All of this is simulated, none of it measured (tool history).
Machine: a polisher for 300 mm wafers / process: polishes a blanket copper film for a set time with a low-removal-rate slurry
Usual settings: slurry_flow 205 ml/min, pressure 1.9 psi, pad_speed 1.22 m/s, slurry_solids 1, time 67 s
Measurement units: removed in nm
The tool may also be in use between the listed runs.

| run | hour | slurry_flow | pressure | pad_speed | slurry_solids | time | incoming thickness of the incoming film, nm | removed |
|---|---|---|---|---|---|---|---|---|
| 1 | 0 | 205 | 1.9 | 1.22 | 1.25 | 67 | 1175.9 | 143.2 |
| 2 | 8 | 205 | 1.9 | 1.22 | 1.25 | 67 | 1200.8 | 142.3 |
| 3 | 19 | 205 | 1.9 | 1.22 | 1 | 67 | 1181.7 | 128.2 |
| 4 | 27.6 | 205 | 1.9 | 1.22 | 1 | 67 | 1177 | 129.9 |
| 5 | 36.9 | 205 | 1.9 | 1.22 | 1 | 67 | 1177.4 | 129.1 |
|  | 48.3 | worn pad replaced by a new one |
| 6 | 51.8 | 205 | 1.9 | 1.22 | 1 | 67 | 1194.8 | 128.2 |
|  | 56.7 | head pressure recalibrated |
| 7 | 59.2 | 205 | 1.9 | 1.22 | 1 | 67 | 1196.2 | 127.4 |
| 8 | 73.4 | 165 | 1.9 | 1.22 | 1 | 67 | 1186.2 | 121.9 |
| 9 | 85.5 | 150 | 1.9 | 1.22 | 1 | 67 | 1168.8 | 119.7 |
| 10 | 98 | 205 | 1.9 | 1.22 | 1 | 67 | 1169.1 | 124.2 |
| 11 | 114.2 | 205 | 1.9 | 1.22 | 1 | 67 | 1158.8 | 124 |
|  | 127.3 | slurry blender recalibrated |
| 12 | 130.3 | 205 | 1.9 | 1.22 | 1 | 75 | 1184.2 | 149.9 |
|  | 140.4 | worn pad replaced by a new one |
| 13 | 141.4 | 150 | 1.9 | 1.22 | 1.15 | 67 | 1195.8 | 131.7 |
| 14 | 157.9 | 205 | 1.9 | 1.22 | 1 | 67 | 1190.2 | 133.5 |
| 15 | 168.3 | 205 | 2.4 | 1.22 | 1 | 67 | 1193.8 | 169 |
|  | 183 | slurry nozzle cleaned |
| 16 | 184.1 | 205 | 1.9 | 1.22 | 1 | 67 | 1181.9 | 131.3 |
| 17 | 197.8 | 250 | 1.9 | 1.22 | 1 | 51 | 1182.2 | 101.7 |
| 18 | 214.5 | 180 | 1.6 | 1.54 | 0.85 | 67 | 1171 | 119.9 |
| 19 | 227.5 | 235 | 2.4 | 0.8 | 1 | 52 | 1177.1 | 98.5 |
|  | 237.8 | worn pad replaced by a new one |
| 20 | 242.1 | 205 | 2.2 | 1.22 | 1 | 46 | 1190 | 100.5 |
| 21 | 259.8 | 205 | 1.9 | 1.22 | 1 | 67 | 1177.2 | 128.1 |
| 22 | 274.6 | 260 | 1.9 | 1.22 | 0.75 | 55 | 1164.7 | 97.6 |
| 23 | 288.5 | 205 | 1.9 | 1.22 | 0.9 | 48 | 1177.9 | 88.8 |
| 24 | 301.2 | 205 | 1.9 | 1.22 | 1 | 67 | 1157 | 123.6 |
| 25 | 307.5 | 205 | 1.9 | 0.96 | 1.25 | 45 | 1181.6 | 76.5 |
| 26 | 322.8 | 205 | 1.9 | 1.22 | 0.9 | 48 | 1181.4 | 85.3 |
| 27 | 329.6 | 205 | 1.9 | 1.22 | 1 | 67 | 1181.5 | 121.6 |
|  | 339.7 | worn pad replaced by a new one |
| 28 | 342.5 | 205 | 2.3 | 1.22 | 1 | 67 | 1188.8 | 144.6 |
|  | 353.5 | slurry blender recalibrated |
| 29 | 354 | 205 | 1.7 | 1.44 | 1 | 67 | 1176.5 | 133.1 |

Below, some changes in removed between adjacent runs. For each, the amount present without the hidden state too (settings, incoming material, random variation) and the amount remaining for the hidden state with gauge scatter not shared by both compared results:
The hidden state here: removal rate lost through wear of the pad, %; slurry flow missing at the pad, %; deviation of the head's pressure from its setpoint, %; abrasive missing from the slurry, %.
Run 11 -> 12: time 67 -> 75, slurry blender recalibrated. removed +25.9 nm: hidden state +10, all else +15.9.
Run 15 -> 16: pressure 2.4 -> 1.9, slurry nozzle cleaned. removed -37.7 nm: hidden state +0.1, all else -37.8.
Run 24 -> 25: pad_speed 1.22 -> 0.96, slurry_solids 1 -> 1.25, time 67 -> 45. removed -47.1 nm: hidden state +2.9, all else -50.
Run 28 -> 29: pressure 2.3 -> 1.7, pad_speed 1.22 -> 1.44, slurry blender recalibrated. removed -11.5 nm: hidden state +16.7, all else -28.2.

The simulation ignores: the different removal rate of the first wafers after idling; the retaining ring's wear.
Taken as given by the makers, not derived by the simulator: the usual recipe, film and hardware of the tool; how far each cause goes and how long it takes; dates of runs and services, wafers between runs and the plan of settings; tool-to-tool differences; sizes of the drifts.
